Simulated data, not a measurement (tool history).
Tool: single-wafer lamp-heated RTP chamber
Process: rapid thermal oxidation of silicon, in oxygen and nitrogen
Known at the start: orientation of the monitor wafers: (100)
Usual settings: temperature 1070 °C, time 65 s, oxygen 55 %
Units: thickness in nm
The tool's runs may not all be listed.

run	hour	temperature	time	oxygen	wafers since the last listed run	wafers since the last pyrometer calibration	hours since the oxygen flow controller was replaced	hours since the gauge calibration	read-back reference wafer on the same gauge, thickness	thickness
1	0.0	1070	65	55	0	6	4252.9	131.2	9.043	9.429
2	34.6	1070	65	55	504	510	4287.5	165.8	9.050	9.514
3	61.4	1070	65	55	390	901	4314.3	192.6	9.044	9.603
4	86.5	1070	65	55	365	1267	4339.4	217.7	9.050	9.629
5	110.8	1055	65	55	354	1621	4363.7	242.0	9.053	8.799
6	125.8	1055	65	55	218	1840	4378.7	257.0	9.051	8.885
# hour 137.1: pyrometer window cleaned and pyrometer calibrated
7	147.1	1070	65	55	193	145	4400.0	278.3	9.049	9.472
8	179.6	1070	65	55	473	619	4432.5	310.8	9.046	9.583
# hour 190.0: oxygen flow controller replaced
9	205.7	1070	65	55	263	882	15.7	336.9	9.048	9.605
10	229.6	1042	48	40	348	1231	39.6	360.8	9.041	6.235
11	246.5	1070	65	55	246	1477	56.5	377.7	9.059	9.725
12	262.6	1050	65	84	234	1712	72.6	393.8	9.052	9.953
# hour 281.5: pyrometer window cleaned and pyrometer calibrated
13	282.0	1070	82	75	166	7	92.0	413.2	9.053	11.642
# hour 304.7: gauge calibrated
14	315.8	1056	65	38	492	500	125.8	11.1	9.048	7.574
15	332.7	1093	44	55	246	746	142.7	28.0	9.043	9.348
16	345.2	1070	65	55	182	928	155.2	40.5	9.047	9.659
17	377.1	1061	65	75	465	1394	187.1	72.4	9.057	10.216
18	389.9	1070	65	44	186	1580	199.9	85.2	9.045	8.916

The tool's hidden state at each run:
deviation of the oxygen flow from its setpoint, %: 0 in every run
gauge reads high (%): 0 in every run
H1: true wafer temperature minus pyrometer reading, K
run	H1
1	0.239
2	1.65
3	2.75
4	3.77
5	4.76
6	5.38
7	0.637
8	1.96
9	3.03
10	4.01
11	4.7
12	5.35
13	0.706
14	2.09
15	2.78
16	3.29
17	4.59
18	5.11
